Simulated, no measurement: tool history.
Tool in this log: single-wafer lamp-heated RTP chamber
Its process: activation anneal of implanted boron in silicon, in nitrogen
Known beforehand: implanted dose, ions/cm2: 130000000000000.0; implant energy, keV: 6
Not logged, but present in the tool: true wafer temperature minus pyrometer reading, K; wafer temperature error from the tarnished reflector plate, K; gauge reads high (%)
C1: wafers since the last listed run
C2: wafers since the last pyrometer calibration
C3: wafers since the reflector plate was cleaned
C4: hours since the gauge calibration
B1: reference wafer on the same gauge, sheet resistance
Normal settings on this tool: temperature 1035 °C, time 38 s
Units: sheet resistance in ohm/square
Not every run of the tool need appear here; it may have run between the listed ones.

Run 1, hour 0.0: usual settings; C1 0; C2 908; C3 3236; C4 647.3; B1 636.73. Result: sheet resistance 759.38 ohm/square.
Run 2, hour 54.2: usual settings; C1 529; C2 1438; C3 3765; C4 701.5; B1 636.62. Result: sheet resistance 756.80 ohm/square.
Run 3, hour 143.7: usual settings; C1 874; C2 2312; C3 4640; C4 791.0; B1 636.15. Result: sheet resistance 756.56 ohm/square.
Run 4, hour 199.7: usual settings; C1 547; C2 2859; C3 5187; C4 847.0; B1 635.91. Result: sheet resistance 758.52 ohm/square.
Run 5, hour 239.4: usual settings; C1 387; C2 3247; C3 5575; C4 886.7; B1 635.92. Result: sheet resistance 758.24 ohm/square.
At hour 328.9: pyrometer window cleaned and pyrometer calibrated.
Run 6, hour 339.1: usual settings; C1 896; C2 99; C3 6471; C4 986.4; B1 635.17. Result: sheet resistance 757.37 ohm/square.
Run 7, hour 423.2: usual settings; C1 821; C2 921; C3 7293; C4 1070.5; B1 635.05. Result: sheet resistance 755.07 ohm/square.
Run 8, hour 498.3: usual settings but time 23 s; C1 733; C2 1655; C3 8027; C4 1145.6; B1 635.04. Result: sheet resistance 762.81 ohm/square.
Run 9, hour 601.1: usual settings; C1 1004; C2 2659; C3 9031; C4 1248.4; B1 634.32. Result: sheet resistance 754.84 ohm/square.
Run 10, hour 647.0: usual settings but temperature 1057 °C, time 29 s; C1 448; C2 3108; C3 9480; C4 1294.3; B1 634.20. Result: sheet resistance 756.19 ohm/square.
At hour 746.4: pyrometer window cleaned and pyrometer calibrated.
Run 11, hour 746.9: usual settings but temperature 1023 °C, time 45 s; C1 898; C2 5; C3 10378; C4 1394.2; B1 633.54. Result: sheet resistance 754.15 ohm/square.
At hour 769.7: reflector plate cleaned.
Run 12, hour 839.9: usual settings but temperature 1023 °C, time 45 s; C1 830; C2 835; C3 686; C4 1487.2; B1 633.04. Result: sheet resistance 755.06 ohm/square.
Run 13, hour 981.8: usual settings but temperature 1023 °C, time 45 s; C1 1386; C2 2222; C3 2072; C4 1629.1; B1 632.68. Result: sheet resistance 754.47 ohm/square.
Run 14, hour 1031.5: usual settings but time 30 s; C1 485; C2 2708; C3 2558; C4 1678.8; B1 632.54. Result: sheet resistance 755.60 ohm/square.
Run 15, hour 1138.1: usual settings but time 30 s; C1 1041; C2 3749; C3 3600; C4 1785.4; B1 632.26. Result: sheet resistance 756.59 ohm/square.
At hour 1164.9: pyrometer window cleaned and pyrometer calibrated.
Run 16, hour 1199.4: usual settings but temperature 1065 °C, time 58 s; C1 520; C2 337; C3 4120; C4 1846.7; B1 632.33. Result: sheet resistance 735.61 ohm/square.
Run 17, hour 1257.2: usual settings; C1 564; C2 902; C3 4685; C4 1904.5; B1 632.03. Result: sheet resistance 753.69 ohm/square.
Run 18, hour 1302.0: usual settings but temperature 1051 °C; C1 437; C2 1339; C3 5123; C4 1949.3; B1 631.60. Result: sheet resistance 748.80 ohm/square.
At hour 1341.8: gauge calibrated.
Run 19, hour 1374.3: usual settings but temperature 1019 °C, time 22 s; C1 706; C2 2046; C3 5830; C4 32.5; B1 637.20. Result: sheet resistance 764.07 ohm/square.
Run 20, hour 1480.4: usual settings; C1 1036; C2 3083; C3 6866; C4 138.6; B1 636.83. Result: sheet resistance 758.79 ohm/square.
Run 21, hour 1549.6: usual settings but temperature 1047 °C, time 52 s; C1 676; C2 3759; C3 7543; C4 207.8; B1 636.41. Result: sheet resistance 752.33 ohm/square.
At hour 1561.4: pyrometer window cleaned and pyrometer calibrated.
Run 22, hour 1591.2: usual settings but time 29 s; C1 328; C2 290; C3 7871; C4 249.4; B1 636.40. Result: sheet resistance 762.14 ohm/square.
Run 23, hour 1664.1: usual settings but temperature 1023 °C, time 44 s; C1 712; C2 1003; C3 8583; C4 322.3; B1 635.98. Result: sheet resistance 758.70 ohm/square.
Run 24, hour 1735.8: usual settings but temperature 1060 °C, time 48 s; C1 700; C2 1703; C3 9284; C4 394.0; B1 635.61. Result: sheet resistance 744.95 ohm/square.
Run 25, hour 1786.4: usual settings but temperature 1022 °C; C1 494; C2 2198; C3 9778; C4 444.6; B1 635.46. Result: sheet resistance 760.21 ohm/square.
Run 26, hour 1840.6: usual settings; C1 529; C2 2727; C3 10308; C4 498.8; B1 635.18. Result: sheet resistance 756.42 ohm/square.
At hour 1877.8: reflector plate cleaned.
Run 27, hour 1915.1: usual settings but temperature 1047 °C, time 52 s; C1 649; C2 3377; C3 364; C4 573.3; B1 635.14. Result: sheet resistance 751.05 ohm/square.
At hour 2010.3: pyrometer window cleaned and pyrometer calibrated.
Run 28, hour 2017.6: usual settings but temperature 1060 °C, time 21 s; C1 923; C2 71; C3 1288; C4 675.8; B1 634.51. Result: sheet resistance 757.18 ohm/square.
Run 29, hour 2086.5: usual settings; C1 673; C2 744; C3 1961; C4 744.7; B1 634.28. Result: sheet resistance 755.99 ohm/square.

Estimate the outcome of run 30 from the log above:
Run 30, hour 2172.9: usual settings but temperature 1055 °C, time 45 s; C1 844; C2 1588; C3 2805; C4 831.1; B1 ?. Result: sheet resistance ?.

{"run 30": {"B1": 633.94, "sheet resistance": 747.7}}
With no hidden state in the tool, this same run would have given sheet resistance 753.54 ohm/square.

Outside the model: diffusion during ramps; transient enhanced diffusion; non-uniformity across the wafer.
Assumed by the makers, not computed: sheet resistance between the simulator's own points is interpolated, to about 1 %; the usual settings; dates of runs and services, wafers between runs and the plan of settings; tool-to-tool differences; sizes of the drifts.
